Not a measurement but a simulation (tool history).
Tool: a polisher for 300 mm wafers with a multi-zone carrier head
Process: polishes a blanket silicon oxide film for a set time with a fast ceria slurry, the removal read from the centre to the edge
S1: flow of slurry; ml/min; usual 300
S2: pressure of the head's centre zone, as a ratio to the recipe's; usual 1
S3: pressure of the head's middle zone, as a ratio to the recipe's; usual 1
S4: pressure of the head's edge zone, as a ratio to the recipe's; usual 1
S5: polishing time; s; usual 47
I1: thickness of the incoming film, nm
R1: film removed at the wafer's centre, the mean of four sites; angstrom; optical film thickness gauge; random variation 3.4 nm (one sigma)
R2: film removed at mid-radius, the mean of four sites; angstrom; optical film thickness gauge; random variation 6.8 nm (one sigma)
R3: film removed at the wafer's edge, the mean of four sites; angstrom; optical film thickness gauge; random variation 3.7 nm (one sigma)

| run | day | S1 | S2 | S3 | S4 | S5 | I1 | R1 | R2 | R3 |
|---|---|---|---|---|---|---|---|---|---|---|
| 1 | 0 | 300 | 0.92 | 1 | 1 | 47 | 2880.4 | 5055 | 5335 | 5324 |
| 2 | 0.696 | 300 | 0.92 | 1 | 1 | 47 | 2818.1 | 5030 | 5292 | 5310 |
| 3 | 1.396 | 300 | 1 | 1 | 1 | 47 | 2781.7 | 5341 | 5224 | 5287 |
| 4 | 1.688 | 300 | 1 | 1 | 1 | 47 | 2821.5 | 5357 | 5293 | 5280 |
|  | 2.158 | carrier head's membrane replaced by a new one |
| 5 | 2.304 | 300 | 1 | 1 | 1 | 47 | 2798.5 | 5339 | 5376 | 5307 |
| 6 | 4.3 | 375 | 1.06 | 1 | 1 | 40 | 2798.8 | 4854 | 4658 | 4582 |
|  | 5.533 | edge zone pressure recalibrated |
|  | 6.488 | worn pad replaced by a new one |
| 7 | 6.508 | 380 | 1 | 1 | 0.88 | 47 | 2836 | 5488 | 5452 | 5222 |
| 8 | 6.804 | 300 | 1 | 1 | 1 | 47 | 2804.3 | 5371 | 5362 | 5300 |
| 9 | 7.112 | 265 | 0.91 | 1 | 1 | 47 | 2818.4 | 4949 | 5273 | 5220 |
| 10 | 7.5 | 300 | 1 | 1 | 0.92 | 47 | 2789 | 5376 | 5370 | 5122 |
| 11 | 8.042 | 300 | 1 | 1 | 1 | 47 | 2841.8 | 5340 | 5351 | 5288 |
|  | 8.338 | slurry nozzle cleaned |
| 12 | 8.754 | 405 | 1 | 1.12 | 1.07 | 63 | 2835.6 | 7450 | 8161 | 7401 |
| 13 | 9.479 | 300 | 0.9 | 1 | 1 | 47 | 2768 | 4995 | 5415 | 5324 |
| 14 | 9.746 | 260 | 1 | 1 | 1 | 37 | 2872.6 | 4175 | 4259 | 4111 |
| 15 | 10.425 | 300 | 1 | 0.91 | 1 | 47 | 2824.9 | 5387 | 4954 | 5273 |
| 16 | 10.75 | 300 | 1.05 | 1 | 1.06 | 52 | 2813.3 | 6199 | 5889 | 5992 |
| 17 | 11.15 | 240 | 1 | 1 | 1.04 | 47 | 2812.9 | 5237 | 5217 | 5263 |
| 18 | 11.7 | 300 | 1 | 1 | 1 | 47 | 2775.9 | 5445 | 5360 | 5313 |
| 19 | 12.154 | 300 | 1 | 1 | 1 | 47 | 2823.6 | 5397 | 5494 | 5328 |
| 20 | 12.433 | 300 | 1 | 1 | 1 | 47 | 2769.1 | 5418 | 5379 | 5292 |
| 21 | 12.962 | 240 | 1 | 1 | 1 | 47 | 2799.3 | 5230 | 5182 | 5150 |

The tool's hidden state at each run:
removal rate lost through wear of the pad, %: 0 in every run
slurry flow missing at the pad, %: 0 in every run
deviation of the edge zone's pressure from its setpoint, %: 0 in every run
H1: deviation of the centre zone's pressure from its setpoint, %
| run | H1 |
|---|---|
| 1 | -0.64 |
| 2 | -0.596 |
| 3 | -0.541 |
| 4 | -0.514 |
| 5 | -0.45 |
| 6 | -0.178 |
| 7 | 0.24 |
| 8 | 0.305 |
| 9 | 0.376 |
| 10 | 0.467 |
| 11 | 0.602 |
| 12 | 0.791 |
| 13 | 0.996 |
| 14 | 1.07 |
| 15 | 1.28 |
| 16 | 1.39 |
| 17 | 1.52 |
| 18 | 1.71 |
| 19 | 1.87 |
| 20 | 1.97 |
| 21 | 2.16 |
